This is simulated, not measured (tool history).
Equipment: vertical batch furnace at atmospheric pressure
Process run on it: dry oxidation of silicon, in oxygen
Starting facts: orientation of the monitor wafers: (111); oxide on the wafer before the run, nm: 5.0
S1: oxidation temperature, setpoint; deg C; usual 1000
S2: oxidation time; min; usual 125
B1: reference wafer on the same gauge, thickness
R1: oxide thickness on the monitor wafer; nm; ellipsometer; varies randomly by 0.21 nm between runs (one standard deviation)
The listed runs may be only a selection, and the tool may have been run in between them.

| run | hour | S1 | S2 | B1 | R1 |
|---|---|---|---|---|---|
| 1 | 0 | 1000 | 125 | 87.01 | 111.48 |
| 2 | 21.3 | 1000 | 125 | 86.98 | 111.31 |
| 3 | 42.7 | 1000 | 125 | 86.99 | 111.98 |
| 4 | 71.4 | 1000 | 125 | 86.96 | 112.17 |
| 5 | 100 | 1000 | 125 | 86.97 | 111.7 |
| 6 | 188 | 1000 | 146.5 | 87.06 | 123.76 |
|  | 211.8 | gauge calibrated |
| 7 | 214.5 | 1000 | 146.5 | 87.06 | 123.75 |
| 8 | 238.9 | 1000 | 146.5 | 87.04 | 123.72 |
| 9 | 271 | 1000 | 125 | 87.04 | 112.39 |
| 10 | 299 | 1000 | 125 | 87.01 | 112.39 |
| 11 | 318.3 | 1013 | 125 | 86.99 | 123.1 |
| 12 | 363.1 | 1000 | 125 | 87.04 | 112.55 |
| 13 | 390.6 | 1000 | 125 | 87.03 | 113.09 |
| 14 | 424.2 | 980 | 125 | 87 | 98.49 |
| 15 | 461.8 | 1010 | 180 | 86.98 | 151.14 |
| 16 | 483.1 | 1000 | 125 | 86.94 | 113.09 |
|  | 519.3 | boat lift adjusted |
|  | 534.9 | thermocouples replaced and temperature profile calibrated |
| 17 | 571.8 | 1017 | 182 | 87.04 | 152.99 |
| 18 | 601.2 | 993 | 66 | 86.97 | 68.53 |
| 19 | 614.9 | 987 | 101 | 87 | 86.7 |
| 20 | 645 | 1000 | 146.5 | 87.02 | 120 |
| 21 | 659.8 | 1015 | 96.5 | 87.04 | 102.23 |
| 22 | 683.5 | 1017 | 125 | 86.88 | 121.8 |

Below are 5 alternative next runs, each starting from the tool's condition after run 22. Predict each:
| A | 689 | 986 | 125 | ? | ? |
| B | 689 | 1000 | 82.5 | ? | ? |
| C | 689 | 1011 | 86 | ? | ? |
| D | 689 | 976 | 175.5 | ? | ? |
| E | 689 | 991 | 97.5 | ? | ? |

| run | B1 | R1 |
|---|---|---|
| A | 87.02 | 98.6 |
| B | 87.02 | 83.28 |
| C | 87.02 | 92.64 |
| D | 87.02 | 114.28 |
| E | 87.02 | 87 |
With the hidden condition removed and each run's random variation left untouched, the same runs would have given:
| run | R1 |
|---|---|
| A | 98.32 |
| B | 83.03 |
| C | 92.36 |
| D | 113.95 |
| E | 86.75 |
